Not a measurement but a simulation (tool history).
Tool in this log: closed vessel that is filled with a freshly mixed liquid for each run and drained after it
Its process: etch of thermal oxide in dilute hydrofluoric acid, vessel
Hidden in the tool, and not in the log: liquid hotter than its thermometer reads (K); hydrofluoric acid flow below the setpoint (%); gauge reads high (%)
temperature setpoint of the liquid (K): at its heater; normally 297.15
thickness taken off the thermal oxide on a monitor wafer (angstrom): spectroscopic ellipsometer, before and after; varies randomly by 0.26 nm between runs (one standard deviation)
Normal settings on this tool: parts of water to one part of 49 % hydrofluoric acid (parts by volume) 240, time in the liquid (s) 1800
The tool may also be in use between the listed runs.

run     day  temperature setpoint of the liquid (K)  parts of water to one part of 49 % hydrofluoric acid (parts by volume)  time in the liquid (s)  wafers since the last listed run  hours since the thermometer was replaced  hours since the hydrofluoric acid flow meter was replaced  hours since the gauge calibration  read-back film thickness of the thermal oxide reference wafer, read on the same gauge (nm)  thickness taken off the thermal oxide on a monitor wafer (angstrom)
  1   0.000                                  294.65                                                                     240                    1800                                 0                                    1787.9                                                      516.7                              455.2                                                                                       29.98                                                                314.5
  2   0.733                                  294.65                                                                     240                    1800                               595                                    1805.5                                                      534.3                              472.8                                                                                       30.01                                                                314.4
      1.658  -- gauge calibrated
  3   1.912                                  299.65                                                                     240                    1800                               957                                    1833.8                                                      562.6                                6.1                                                                                       30.01                                                                369.7
  4   2.654                                  297.15                                                                     240                    2305                               602                                    1851.6                                                      580.4                               23.9                                                                                       30.01                                                                431.3
  5   3.575                                  297.15                                                                     240                    2305                               747                                    1873.7                                                      602.5                               46.0                                                                                       29.98                                                                432.9
  6   4.121                                  297.15                                                                     240                    2580                               443                                    1886.8                                                      615.6                               59.1                                                                                       29.99                                                                484.4
  7   4.925                                  297.15                                                                     205                    2525                               652                                    1906.1                                                      634.9                               78.4                                                                                       30.00                                                                578.8
  8   6.133                                  297.15                                                                     205                    2525                               981                                    1935.1                                                      663.9                              107.4                                                                                       30.00                                                                581.6
  9   7.379                                  297.15                                                                     240                    1800                              1011                                    1965.0                                                      693.8                              137.3                                                                                       30.00                                                                348.5
 10   8.450                                  297.15                                                                     240                    1800                               869                                    1990.7                                                      719.5                              163.0                                                                                       30.01                                                                346.3
      9.175  -- hydrofluoric acid flow meter replaced
 11   9.871                                  297.15                                                                     240                    1800                              1119                                    2024.8                                                       16.7                              197.1                                                                                       29.99                                                                340.8
 12  10.767                                  297.15                                                                     240                    1800                               727                                    2046.3                                                       38.2                              218.6                                                                                       30.00                                                                340.4
 13  12.058                                  297.15                                                                     240                    1800                              1048                                    2077.3                                                       69.2                              249.6                                                                                       30.01                                                                348.7
 14  13.550                                  297.15                                                                     240                    1800                              1211                                    2113.1                                                      105.0                              285.4                                                                                       30.00                                                                344.1
 15  14.992                                  292.65                                                                     300                     985                              1170                                    2147.7                                                      139.6                              320.0                                                                                       30.00                                                                123.3
     15.450  -- thermometer replaced
 16  16.029                                  293.15                                                                     315                    1800                               808                                      13.9                                                      164.5                              344.9                                                                                       30.00                                                                195.2
 17  16.871                                  297.15                                                                     280                    1510                               683                                      34.1                                                      184.7                              365.1                                                                                       29.99                                                                217.6
 18  18.367                                  295.65                                                                     330                    1800                              1214                                      70.0                                                      220.6                              401.0                                                                                       30.00                                                                198.7
 19  19.083                                  297.15                                                                     345                    1800                               581                                      87.2                                                      237.8                              418.2                                                                                       30.00                                                                194.8
 20  19.917                                  295.15                                                                     240                    1800                               676                                     107.2                                                      257.8                              438.2                                                                                       29.98                                                                293.7
 21  21.017                                  299.65                                                                     240                    1800                               893                                     133.6                                                      284.2                              464.6                                                                                       30.01                                                                348.7
     21.171  -- gauge calibrated
 22  21.750                                  294.15                                                                     285                    2180                               595                                     151.2                                                      301.8                               13.9                                                                                       29.99                                                                277.1
 23  22.675                                  298.65                                                                     205                    2130                               751                                     173.4                                                      324.0                               36.1                                                                                       30.00                                                                477.5
 24  24.442                                  295.65                                                                     185                    1310                              1434                                     215.8                                                      366.4                               78.5                                                                                       29.99                                                                301.1
 25  25.100                                  294.65                                                                     285                    2430                               534                                     231.6                                                      382.2                               94.3                                                                                       30.02                                                                314.8
 26  26.508                                  297.15                                                                     240                    1800                              1143                                     265.4                                                      416.0                              128.1                                                                                       30.00                                                                320.4

A few steps of thickness taken off the thermal oxide on a monitor wafer (angstrom) between consecutive runs. Split each: what settings, incoming material and random variation would produce without the hidden state, and what is left over for the hidden state, along with gauge scatter present in only one of the two compared results (measured, and without hidden state):
Run 8 -> 9: parts of water to one part of 49 % hydrofluoric acid (parts by volume) 205 -> 240, time in the liquid (s) 2525 -> 1800. thickness taken off the thermal oxide on a monitor wafer (angstrom) -233.1: hidden state -22.4, all else -210.7.
Run 14 -> 15: temperature setpoint of the liquid (K) 297.15 -> 292.65, parts of water to one part of 49 % hydrofluoric acid (parts by volume) 240 -> 300, time in the liquid (s) 1800 -> 985. thickness taken off the thermal oxide on a monitor wafer (angstrom) -220.8: hidden state -21.6, all else -199.2.

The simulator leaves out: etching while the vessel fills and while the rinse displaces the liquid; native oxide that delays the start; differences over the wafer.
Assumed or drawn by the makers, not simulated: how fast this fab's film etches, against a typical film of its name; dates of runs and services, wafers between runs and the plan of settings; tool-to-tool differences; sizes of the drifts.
